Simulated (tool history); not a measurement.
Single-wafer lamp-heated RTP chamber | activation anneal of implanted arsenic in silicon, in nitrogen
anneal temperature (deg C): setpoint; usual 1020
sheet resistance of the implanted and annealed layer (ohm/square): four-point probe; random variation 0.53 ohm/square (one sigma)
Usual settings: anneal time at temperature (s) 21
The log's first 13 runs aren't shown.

run   hour  anneal temperature (deg C)  anneal time at temperature (s)  wafers since the last listed run  wafers since the last pyrometer calibration  wafers since the reflector plate was cleaned  hours since the gauge calibration  read-back reference wafer on the same gauge, sheet resistance  sheet resistance of the implanted and annealed layer (ohm/square)
 14  154.6                        1003                              21                                81                                          174                                         15353                               38.1                                                         131.95                                                             142.24
     163.9  -- reflector plate cleaned
 15  200.2                        1003                              21                               444                                          618                                           428                               83.7                                                         132.03                                                             142.38
 16  211.8                        1020                              21                               137                                          756                                           565                               95.3                                                         132.01                                                             137.89
 17  223.9                        1009                              21                               143                                          899                                           708                              107.4                                                         131.95                                                             140.94
 18  237.1                        1042                               9                               156                                         1055                                           864                              120.6                                                         132.13                                                             140.76
 19  246.5                        1020                              21                               111                                         1166                                           976                                130                                                         131.97                                                             137.22
 20  257.6                        1044                              11                               131                                         1297                                          1107                              141.1                                                          131.9                                                             139.06
 21  272.3                        1039                              17                               173                                         1471                                          1281                              155.8                                                         132.03                                                             135.25
 22    284                        1032                              25                               138                                         1609                                          1419                              167.5                                                         131.93                                                             132.68
 23  291.2                        1020                              21                                85                                         1694                                          1504                              174.7                                                          131.9                                                             137.54
 24  307.8                        1001                              17                               196                                         1891                                          1700                              191.3                                                         132.03                                                             144.42
 25  317.1                        1048                              21                               109                                         2001                                          1810                              200.6                                                         132.02                                                             131.21
 26  323.8                        1020                              21                                79                                         2080                                          1890                              207.3                                                         131.83                                                             137.17
 27  335.7                        1045                              21                               140                                         2221                                          2030                              219.2                                                         131.97                                                             132.59
 28    344                        1020                              21                                98                                         2319                                          2128                              227.5                                                         132.01                                                             137.59
 29  356.8                        1043                              12                               151                                         2470                                          2280                              240.3                                                         131.97                                                              137.4
 30  371.3                        1020                              32                               171                                         2641                                          2451                              254.8                                                         132.03                                                             133.84
 31  383.9                        1050                              31                               148                                         2790                                          2600                              267.4                                                         131.94                                                             128.11
 32  391.3                        1020                              21                                87                                         2878                                          2688                              274.8                                                         131.97                                                             137.24
 33  400.8                        1020                              21                               112                                         2990                                          2800                              284.3                                                         131.93                                                             136.76
 34  411.4                         993                              30                               125                                         3116                                          2925                              294.9                                                         131.95                                                             139.07
 35  428.9                        1020                              21                               206                                         3323                                          3132                              312.4                                                         131.93                                                             136.51
     441.1  -- gauge calibrated
 36  441.7                        1007                              21                               151                                         3474                                          3284                                0.6                                                         132.05                                                             139.46
 37  452.7                         993                              17                               130                                         3604                                          3414                               11.6                                                         132.02                                                             144.63

4 ways to go on from here, each from the tool as it stands after run 37. What would each give?
  A  453.1                        1020                              27                                 4                                         3609                                          3418                                 12                                                              ?                                                                  ?
  B  453.1                        1038                              26                                 4                                         3609                                          3418                                 12                                                              ?                                                                  ?
  C  453.1                        1030                              17                                 4                                         3609                                          3418                                 12                                                              ?                                                                  ?
  D  453.1                        1002                              25                                 4                                         3609                                          3418                                 12                                                              ?                                                                  ?

run  read-back reference wafer on the same gauge, sheet resistance  sheet resistance of the implanted and annealed layer (ohm/square)
  A                                                         132.03                                                             133.72
  B                                                         132.03                                                             130.43
  C                                                         132.03                                                             136.02
  D                                                         132.03                                                             138.55
Without the tool's hidden state the same runs would have given:
run  sheet resistance of the implanted and annealed layer (ohm/square)
  A                                                             135.91
  B                                                             132.44
  C                                                             138.12
  D                                                             141.15
